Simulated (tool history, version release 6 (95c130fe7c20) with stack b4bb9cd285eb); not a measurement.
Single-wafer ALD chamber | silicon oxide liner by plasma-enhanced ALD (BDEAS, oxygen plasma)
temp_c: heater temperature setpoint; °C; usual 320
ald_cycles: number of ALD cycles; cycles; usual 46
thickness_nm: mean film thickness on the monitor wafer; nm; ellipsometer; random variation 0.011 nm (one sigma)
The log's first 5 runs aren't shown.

run	hour	temp_c	ald_cycles	wafers since the last listed run	hours since the last thermocouple change	hours since the gauge calibration	read-back reference wafer on the same gauge, thickness_nm	thickness_nm
6	458.5	320	42	739	292.4	1794	4.949	3.942
7	523.7	311	52	624	357.6	1859.2	4.952	4.935
8	792	311	52	2568	625.9	2127.5	4.951	4.943
9	839.6	311	52	455	673.5	2175.1	4.95	4.935
10	908.2	320	46	656	742.1	2243.7	4.948	4.311
# hour 964.7: gauge calibrated
11	965	320	46	543	798.9	0.3	4.951	4.297
12	1028.7	320	46	609	862.6	64	4.954	4.306
13	1120.4	320	46	877	954.3	155.7	4.954	4.294
14	1184.1	320	46	609	1018	219.4	4.954	4.298
15	1239.7	320	52	532	1073.6	275	4.952	4.845
16	1276	320	46	347	1109.9	311.3	4.948	4.301
17	1322.6	320	46	446	1156.5	357.9	4.948	4.29
18	1369.2	320	46	446	1203.1	404.5	4.951	4.299
19	1407.3	320	46	364	1241.2	442.6	4.95	4.306
20	1488.5	320	46	777	1322.4	523.8	4.946	4.296
21	1526	320	46	359	1359.9	561.3	4.951	4.306
22	1607.9	305	43	784	1441.8	643.2	4.952	4.126
23	1655.1	313	40	451	1489	690.4	4.951	3.79
24	1721.6	320	38	636	1555.5	756.9	4.948	3.554
25	1805.2	314	46	800	1639.1	840.5	4.954	4.33

Forecast run 26:
26	1883.5	325	53	749	1717.4	918.8	?	?

{"run 26": {"read-back reference wafer on the same gauge, thickness_nm": 4.948, "thickness_nm": 4.919}}
Without the tool's hidden state the same run would have given thickness_nm 4.961 nm.

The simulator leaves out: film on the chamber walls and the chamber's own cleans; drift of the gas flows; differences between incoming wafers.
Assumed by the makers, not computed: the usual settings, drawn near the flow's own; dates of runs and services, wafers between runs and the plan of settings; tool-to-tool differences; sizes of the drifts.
